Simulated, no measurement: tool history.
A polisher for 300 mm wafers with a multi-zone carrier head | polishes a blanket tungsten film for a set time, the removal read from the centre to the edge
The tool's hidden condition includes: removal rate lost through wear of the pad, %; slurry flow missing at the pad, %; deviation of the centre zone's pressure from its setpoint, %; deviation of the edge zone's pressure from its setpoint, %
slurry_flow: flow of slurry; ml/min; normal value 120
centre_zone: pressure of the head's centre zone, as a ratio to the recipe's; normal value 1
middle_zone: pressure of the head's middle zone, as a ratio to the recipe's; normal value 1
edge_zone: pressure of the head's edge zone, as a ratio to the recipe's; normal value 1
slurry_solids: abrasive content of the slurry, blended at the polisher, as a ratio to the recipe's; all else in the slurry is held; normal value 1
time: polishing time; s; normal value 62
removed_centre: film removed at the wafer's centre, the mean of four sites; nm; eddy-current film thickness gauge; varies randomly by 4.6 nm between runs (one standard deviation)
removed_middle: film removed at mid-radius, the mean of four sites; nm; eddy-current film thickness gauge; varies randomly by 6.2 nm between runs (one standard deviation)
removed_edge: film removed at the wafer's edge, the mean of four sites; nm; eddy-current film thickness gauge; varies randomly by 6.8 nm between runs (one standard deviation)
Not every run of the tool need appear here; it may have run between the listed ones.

run,hour,slurry_flow,centre_zone,middle_zone,edge_zone,slurry_solids,time,wafers since the last listed run,wafers polished on this pad,hours since the slurry nozzle was cleaned,hours since the centre zone pressure was calibrated,hours since the edge zone pressure was calibrated,hours since the carrier head's membrane was replaced,"incoming thickness of the incoming film, nm",removed_centre,removed_middle,removed_edge
1,0,120,1,1,1.08,1,62,0,1581,333.6,412.1,895.8,1584.2,1581.8,421.4,428.8,446.2
# hour 30.1: carrier head's membrane replaced by a new one
2,40.6,80,1,0.93,1.1,1,62,383,1965,374.2,452.7,936.4,10.5,1566.3,365.1,356.6,421.8
3,99.8,120,1,1,1,1.3,62,637,2602,433.4,511.9,995.6,69.7,1594.8,432.1,444.4,452.5
# hour 113.6: centre zone pressure recalibrated
4,138.3,120,1,1.07,0.91,1,62,393,2996,471.9,24.7,1034.1,108.2,1569.4,396.6,427.6,399.2
5,186.3,120,1,1,1.03,1,62,517,3513,519.9,72.7,1082.1,156.2,1575.9,398.5,392.3,426.5
6,242.7,95,1,0.88,1,1,62,607,4120,576.3,129.1,1138.5,212.6,1567.7,367.4,340.6,396.3
# hour 266.2: slurry nozzle cleaned
# hour 272.6: worn pad replaced by a new one
7,290.2,120,1,1,1,1,62,457,190,24,176.6,1186,260.1,1589,455.2,457.9,458.6
8,358.9,120,0.97,1,1,1.1,62,740,930,92.7,245.3,1254.7,328.8,1566.4,436.4,463.7,462.9
9,397.9,120,0.92,1.1,0.95,0.8,62,420,1350,131.7,284.3,1293.7,367.8,1591,374.8,448.5,397.5
10,455.2,120,1,1,1,1,62,617,1967,189,341.6,1351,425.1,1586.8,424.8,441.3,438
# hour 484.3: edge zone pressure recalibrated
11,495.2,120,0.91,1,1,1,62,409,2376,229,381.6,10.9,465.1,1557.3,378.2,434.3,425
# hour 511.9: centre zone pressure recalibrated
12,530.7,105,0.96,1,1,1,42,360,2737,264.5,18.8,46.4,500.6,1547.2,254.6,278.3,285.4
13,589.1,150,1,1,0.94,1,40,629,3366,322.9,77.2,104.8,559,1579.2,275.5,278.8,270.1
# hour 601.9: worn pad replaced by a new one
14,631.7,140,0.89,0.96,1,1,62,415,321,365.5,119.8,147.4,601.6,1575.7,374.3,421.3,438.9
15,696.6,120,1,1,1.09,1.15,49,699,1020,430.4,184.7,212.3,666.5,1590.8,328.1,344.7,354
16,732.3,120,1,1,1,1.25,62,384,1405,466.1,220.4,248,702.2,1553.7,428.3,441.3,435.3
17,788.9,120,1,1,1,1,62,609,2014,522.7,277,304.6,758.8,1569,396.8,409,420.1
18,825,120,1,0.95,1,1,54,388,2403,558.8,313.1,340.7,794.9,1593,348,341.2,365.5
19,853.1,120,1,0.94,1,1,41,302,2706,586.9,341.2,368.8,823,1565.7,257.9,253.1,273

Expected results for the next run?
# hour 858.5: slurry nozzle cleaned
20,924.2,120,1,0.93,1,0.9,62,755,3461,65.7,412.3,439.9,894.1,1582.4,?,?,?

removed_centre: 420.6 nm
removed_middle: 408.6 nm
removed_edge: 412 nm
Were there no unlogged condition in the tool, this run, its random variation unchanged, would have produced removed_centre 456.2 nm, removed_middle 441.3 nm, removed_edge 441.1 nm.

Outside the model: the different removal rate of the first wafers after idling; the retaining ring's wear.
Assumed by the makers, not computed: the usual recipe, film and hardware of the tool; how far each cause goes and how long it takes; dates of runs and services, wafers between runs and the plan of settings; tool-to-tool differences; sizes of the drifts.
